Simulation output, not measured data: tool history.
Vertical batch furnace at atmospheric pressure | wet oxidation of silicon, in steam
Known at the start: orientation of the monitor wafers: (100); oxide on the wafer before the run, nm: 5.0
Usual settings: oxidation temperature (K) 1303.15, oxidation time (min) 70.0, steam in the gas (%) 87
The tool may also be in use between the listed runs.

run,day,oxidation temperature (K),oxidation time (min),steam in the gas (%),wafers since the last listed run,hours since the last temperature calibration,hours since the steam generator was serviced,hours since the gauge calibration,"read-back reference wafer on the same gauge, thickness",oxide thickness on the monitor wafer (angstrom)
1,0.000,1303.15,70.0,87,0,1773.7,505.5,2090.8,515.30,4919.8
2,8.554,1303.15,70.0,87,3331,1979.0,710.8,2296.1,515.01,4884.3
3,9.767,1311.15,70.0,87,472,2008.1,739.9,2325.2,515.24,5085.5
4,10.938,1311.15,70.0,87,455,2036.2,768.0,2353.3,515.29,5105.8
5,12.075,1311.15,70.0,87,442,2063.5,795.3,2380.6,515.16,5133.4
6,13.375,1309.15,70.0,87,506,2094.7,826.5,2411.8,514.57,5079.7
# day 15.800: thermocouples replaced and temperature profile calibrated
7,15.821,1309.15,70.0,87,563,0.5,885.2,2470.5,514.77,4988.1
# day 19.192: gauge calibrated
8,23.767,1303.15,70.0,87,3094,191.2,1075.9,109.8,514.60,4826.6
9,25.358,1303.15,70.0,87,619,229.4,1114.1,148.0,515.09,4855.5
10,27.333,1303.15,70.0,87,769,276.8,1161.5,195.4,514.66,4780.8
11,28.767,1303.15,79.5,96,558,311.2,1195.9,229.8,515.65,5582.6
12,29.912,1303.15,70.0,87,446,338.7,1223.4,257.3,515.09,4828.4
13,31.733,1303.15,70.0,87,709,382.4,1267.1,301.0,515.17,4765.0
14,38.654,1318.15,104.5,97,2695,548.5,1433.2,467.1,515.33,7063.2
15,40.088,1279.15,70.0,87,558,582.9,1467.6,501.5,515.30,4102.7
16,42.433,1303.15,70.0,87,913,639.2,1523.9,557.8,515.13,4726.8
17,45.158,1303.15,96.0,87,1061,704.6,1589.3,623.2,514.37,5873.5
18,46.167,1303.15,70.0,87,392,728.8,1613.5,647.4,515.37,4724.2
19,47.775,1283.15,95.0,83,626,767.4,1652.1,686.0,515.09,4962.3
20,49.504,1310.15,91.0,76,673,808.9,1693.6,727.5,515.30,5325.2
21,51.879,1327.15,70.0,87,924,865.9,1750.6,784.5,514.55,5392.3
# day 59.117: steam generator serviced
22,59.771,1326.15,70.0,87,2683,1055.3,15.7,973.9,515.06,5499.9
23,60.817,1303.15,70.0,87,407,1080.4,40.8,999.0,514.58,4919.3
24,62.058,1303.15,70.0,83,483,1110.2,70.6,1028.8,515.74,4816.9
25,64.167,1292.15,44.5,77,821,1160.8,121.2,1079.4,515.28,3148.0
26,66.804,1292.15,40.5,97,1027,1224.1,184.5,1142.7,514.99,3454.7
27,68.108,1303.15,70.0,78,507,1255.4,215.8,1174.0,514.91,4579.2
28,71.088,1321.15,80.5,97,1160,1326.9,287.3,1245.5,515.48,6265.2
29,73.962,1303.15,70.0,87,1119,1395.9,356.3,1314.5,515.20,4842.6
30,76.892,1303.15,70.0,87,1140,1466.2,426.6,1384.8,515.57,4843.5
31,79.538,1303.15,70.0,87,1030,1529.7,490.1,1448.3,515.04,4880.4
32,81.233,1318.15,104.5,97,660,1570.4,530.8,1489.0,515.30,7118.8
33,82.621,1279.15,70.0,93,540,1603.7,564.1,1522.3,514.85,4405.3
34,83.729,1297.15,70.0,87,431,1630.3,590.7,1548.9,514.84,4755.2
35,85.250,1284.15,39.5,84,592,1666.8,627.2,1585.4,514.89,2874.9
36,87.608,1303.15,70.0,76,918,1723.4,683.8,1642.0,515.31,4473.2
37,90.488,1319.15,52.0,87,1121,1792.5,752.9,1711.1,515.15,4470.3

Forecast each of these 5 alternatives for the next run:
A,90.712,1303.15,70.0,87,87,1797.9,758.3,1716.5,?,?
B,90.712,1303.15,43.5,87,87,1797.9,758.3,1716.5,?,?
C,90.712,1303.15,91.0,97,87,1797.9,758.3,1716.5,?,?
D,90.712,1322.15,89.0,77,87,1797.9,758.3,1716.5,?,?
E,90.712,1292.15,70.0,95,87,1797.9,758.3,1716.5,?,?

run,"read-back reference wafer on the same gauge, thickness",oxide thickness on the monitor wafer (angstrom)
A,514.76,4855.2
B,514.76,3578.3
C,514.76,6104.4
D,514.76,5777.2
E,514.76,4809.1
Without the tool's hidden state the same runs would have given:
run,oxide thickness on the monitor wafer (angstrom)
A,4894.5
B,3608.6
C,6152.3
D,5821.7
E,4848.7
